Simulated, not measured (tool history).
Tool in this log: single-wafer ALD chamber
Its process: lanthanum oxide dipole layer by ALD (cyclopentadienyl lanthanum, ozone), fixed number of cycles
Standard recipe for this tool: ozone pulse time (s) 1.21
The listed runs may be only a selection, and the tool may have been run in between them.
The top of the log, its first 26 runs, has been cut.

| run | hour | ozone pulse time (s) | read-back reference wafer on the same gauge, thickness_nm | mean film thickness on the monitor wafer (Å) |
|---|---|---|---|---|
| 27 | 790.6 | 1.21 | 0.443 | 5.48 |
| 28 | 813.9 | 0.89 | 0.443 | 5.15 |
| 29 | 848.4 | 1.05 | 0.444 | 5.32 |
| 30 | 872.3 | 1.21 | 0.443 | 5.47 |
| 31 | 907 | 1.61 | 0.443 | 5.71 |
| 32 | 957.7 | 0.87 | 0.443 | 5.1 |
| 33 | 979.5 | 1.59 | 0.443 | 5.65 |
| 34 | 1008.8 | 1.02 | 0.444 | 5.27 |

Forecast each of these 4 alternatives for the next run:
| A | 1009.2 | 1.21 | ? | ? |
| B | 1009.2 | 1.04 | ? | ? |
| C | 1009.2 | 1.01 | ? | ? |
| D | 1009.2 | 0.76 | ? | ? |

| run | read-back reference wafer on the same gauge, thickness_nm | mean film thickness on the monitor wafer (Å) |
|---|---|---|
| A | 0.444 | 5.45 |
| B | 0.444 | 5.29 |
| C | 0.444 | 5.26 |
| D | 0.444 | 4.94 |
With no hidden state in the tool, these same runs would have given:
| run | mean film thickness on the monitor wafer (Å) |
|---|---|
| A | 5.54 |
| B | 5.39 |
| C | 5.36 |
| D | 5.06 |

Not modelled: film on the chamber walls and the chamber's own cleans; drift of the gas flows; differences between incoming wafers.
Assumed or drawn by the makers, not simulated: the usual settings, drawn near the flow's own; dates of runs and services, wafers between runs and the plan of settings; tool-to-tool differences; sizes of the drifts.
